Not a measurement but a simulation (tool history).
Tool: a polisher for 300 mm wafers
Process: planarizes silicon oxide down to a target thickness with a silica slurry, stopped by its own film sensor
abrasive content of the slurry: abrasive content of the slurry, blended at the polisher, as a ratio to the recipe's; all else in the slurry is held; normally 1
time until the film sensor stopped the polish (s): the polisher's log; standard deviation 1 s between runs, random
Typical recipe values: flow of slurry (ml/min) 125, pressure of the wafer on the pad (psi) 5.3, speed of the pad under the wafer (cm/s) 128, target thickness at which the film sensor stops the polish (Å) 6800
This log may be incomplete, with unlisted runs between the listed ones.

run    hour  flow of slurry (ml/min)  pressure of the wafer on the pad (psi)  speed of the pad under the wafer (cm/s)  abrasive content of the slurry  target thickness at which the film sensor stops the polish (Å)  wafers since the last listed run  wafers polished on this pad  hours since the slurry nozzle was cleaned  hours since the head pressure was calibrated  hours since the slurry blender was calibrated  hours since the conditioning disc was replaced  incoming thickness of the incoming film, nm  time until the film sensor stopped the polish (s)
  1       0                      125                                     5.3                                      150                               1                                                            7260                                 0                         4513                                      498.6                                           478                                          100.3                                           372.5                                         1250                                              113.1
       44.4  -- worn pad replaced by a new one, repeated, since the last time left the tool worse
  2    67.4                      125                                     5.3                                      150                               1                                                            7260                               366                          132                                        566                                         545.4                                          167.7                                           439.9                                       1254.4                                               93.9
  3   161.7                      125                                     5.3                                      150                               1                                                            7260                               544                          677                                      660.3                                         639.7                                            262                                           534.2                                       1229.4                                               91.3
      175.3  -- head pressure recalibrated
        260  -- slurry nozzle cleaned
  4   265.6                      160                                     6.8                                      164                             0.8                                                            6800                               582                         1260                                        5.6                                          90.3                                          365.9                                           638.1                                       1252.3                                               82.7
      280.1  -- conditioning disc replaced and pad reconditioned
  5   307.3                      125                                     5.3                                      128                               1                                                            6800                               229                         1489                                       47.3                                           132                                          407.6                                            27.2                                       1217.6                                              111.3
  6   357.8                       85                                     5.3                                      164                               1                                                            6800                               291                         1780                                       97.8                                         182.5                                          458.1                                            77.7                                       1243.2                                              104.2
  7   465.5                      125                                     5.3                                      128                               1                                                            6800                               622                         2402                                      205.5                                         290.2                                          565.8                                           185.4                                       1249.3                                              119.4
  8   559.3                      100                                     5.3                                      128                               1                                                            6800                               541                         2944                                      299.3                                           384                                          659.6                                           279.2                                       1237.7                                              119.8
      566.6  -- slurry blender recalibrated
  9   604.5                      125                                     5.3                                      128                               1                                                            5250                               249                         3194                                      344.5                                         429.2                                           37.9                                           324.4                                         1225                                              148.3
      651.4  -- worn pad replaced by a new one
 10   698.1                      125                                     6.1                                      128                               1                                                            6800                               517                          269                                      438.1                                         522.8                                          131.5                                             418                                       1250.9                                              100.1
      764.3  -- head pressure recalibrated
 11   816.9                      125                                     5.3                                      128                               1                                                            5980                               674                          944                                      556.9                                          52.6                                          250.3                                           536.8                                       1221.3                                                128
 12   874.8                      125                                     6.2                                      148                               1                                                            6800                               334                         1278                                      614.8                                         110.5                                          308.2                                           594.7                                       1255.4                                               90.9
      925.7  -- conditioning disc replaced and pad reconditioned
 13   954.6                      125                                     4.1                                      128                               1                                                            6800                               449                         1728                                      694.6                                         190.3                                            388                                            28.9                                       1236.6                                              147.9
     1003.9  -- slurry nozzle cleaned
 14  1027.6                       85                                     4.3                                      170                               1                                                            5610                               415                         2144                                       23.7                                         263.3                                            461                                           101.9                                       1235.8                                              150.7
 15  1091.8                       95                                     5.3                                      128                               1                                                            5850                               370                         2514                                       87.9                                         327.5                                          525.2                                           166.1                                       1257.7                                              146.7
     1141.1  -- slurry blender recalibrated
 16  1150.1                      125                                     5.3                                      128                               1                                                            6800                               325                         2839                                      146.2                                         385.8                                              9                                           224.4                                       1216.2                                              113.1
     1257.9  -- worn pad replaced by a new one
 17  1258.4                      125                                     6.8                                      168                               1                                                            6800                               602                            2                                      254.5                                         494.1                                          117.3                                           332.7                                         1248                                               71.9
 18  1337.1                      125                                     5.3                                      128                             0.9                                                            6800                               454                          457                                      333.2                                         572.8                                            196                                           411.4                                       1245.9                                              120.7
     1345.8  -- head pressure recalibrated
 19  1387.9                      165                                     3.6                                      128                             1.2                                                            7400                               281                          739                                        384                                          42.1                                          246.8                                           462.2                                       1238.8                                              132.9
 20  1480.4                      150                                     6.8                                      128                            0.85                                                            6800                               534                         1273                                      476.5                                         134.6                                          339.3                                           554.7                                       1247.6                                               93.9
 21  1584.9                      125                                     4.1                                       90                               1                                                            6800                               603                         1876                                        581                                         239.1                                          443.8                                           659.2                                       1245.1                                              194.7
     1650.9  -- conditioning disc replaced and pad reconditioned
     1666.6  -- slurry nozzle cleaned
 22  1691.6                      160                                     5.3                                      158                             0.9                                                            6800                               598                         2475                                         25                                         345.8                                          550.5                                            40.7                                       1237.2                                               99.8
 23    1747                      125                                     6.8                                      168                               1                                                            6800                               319                         2795                                       80.4                                         401.2                                          605.9                                            96.1                                       1242.8                                               74.3
 24  1814.6                      125                                     5.3                                       98                               1                                                            5910                               390                         3186                                        148                                         468.8                                          673.5                                           163.7                                       1241.5                                              166.9

Subtracting, for every run, the result it would have given without the tool's unlogged condition from the measured result gives the following. The same run-to-run variation enters both numbers; the gauge's scatter may not:
Hidden state at play: removal rate lost through wear of the pad, %; slurry flow missing at the pad, %; deviation of the head's pressure from its setpoint, %; abrasive missing from the slurry, %; time polished since the conditioner stopped cutting, s.
run  time until the film sensor stopped the polish (s)
  1                                              +20.2
  2                                               +1.3
  3                                               +1.9
  4                                               +2.5
  5                                               +3.7
  6                                               +3.9
  7                                               +5.5
  8                                               +6.5
  9                                               +8.6
 10                                               +1.2
 11                                               +2.8
 12                                               +2.4
 13                                               +4.9
 14                                               +5.9
 15                                               +6.6
 16                                               +5.6
 17                                               +0.1
 18                                               +0.9
 19                                               +1.5
 20                                               +1.8
 21                                               +5.4
 22                                               +3.6
 23                                               +3.1
 24                                               +7.8
